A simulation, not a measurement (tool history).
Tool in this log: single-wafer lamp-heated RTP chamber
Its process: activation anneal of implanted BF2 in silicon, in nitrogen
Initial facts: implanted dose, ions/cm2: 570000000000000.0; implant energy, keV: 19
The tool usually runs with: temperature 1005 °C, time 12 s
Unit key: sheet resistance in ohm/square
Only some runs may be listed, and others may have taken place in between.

| run | day | temperature | time | read-back reference wafer on the same gauge, sheet resistance | sheet resistance |
|---|---|---|---|---|---|
| 1 | 0.000 | 1005 | 12 | 252.90 | 270.41 |
| 2 | 0.717 | 1005 | 12 | 253.22 | 270.85 |
| 3 | 1.062 | 1005 | 12 | 253.15 | 271.07 |
| 4 | 1.350 | 1021 | 12 | 253.00 | 260.75 |
| 5 | 1.638 | 1021 | 12 | 253.08 | 261.82 |
| 6 | 2.275 | 994 | 12 | 253.22 | 278.80 |
| 7 | 2.954 | 994 | 12 | 253.12 | 277.57 |
|  | 3.738 | pyrometer window cleaned and pyrometer calibrated |
| 8 | 3.758 | 994 | 12 | 252.89 | 277.52 |
| 9 | 3.817 | 990 | 9 | 253.11 | 284.40 |
| 10 | 4.442 | 988 | 19 | 253.28 | 274.53 |
| 11 | 5.000 | 1032 | 12 | 253.29 | 253.65 |
|  | 5.179 | gauge calibrated |
|  | 5.496 | reflector plate cleaned |
| 12 | 5.517 | 1005 | 6 | 253.16 | 281.62 |
| 13 | 5.533 | 1023 | 5 | 253.18 | 272.34 |
| 14 | 7.342 | 1034 | 12 | 252.82 | 254.46 |
| 15 | 7.658 | 1021 | 12 | 253.09 | 261.19 |

What would each run have given without the hidden state, its run-to-run variation left as it was?
Hidden conditions of the tool in this case: true wafer temperature minus pyrometer reading, K; wafer temperature error from the tarnished reflector plate, K; gauge reads high (%).
| run | sheet resistance |
|---|---|
| 1 | 272.60 |
| 2 | 273.34 |
| 3 | 273.71 |
| 4 | 263.11 |
| 5 | 264.30 |
| 6 | 283.07 |
| 7 | 282.27 |
| 8 | 282.77 |
| 9 | 290.61 |
| 10 | 280.79 |
| 11 | 257.39 |
| 12 | 282.55 |
| 13 | 273.06 |
| 14 | 255.13 |
| 15 | 261.94 |
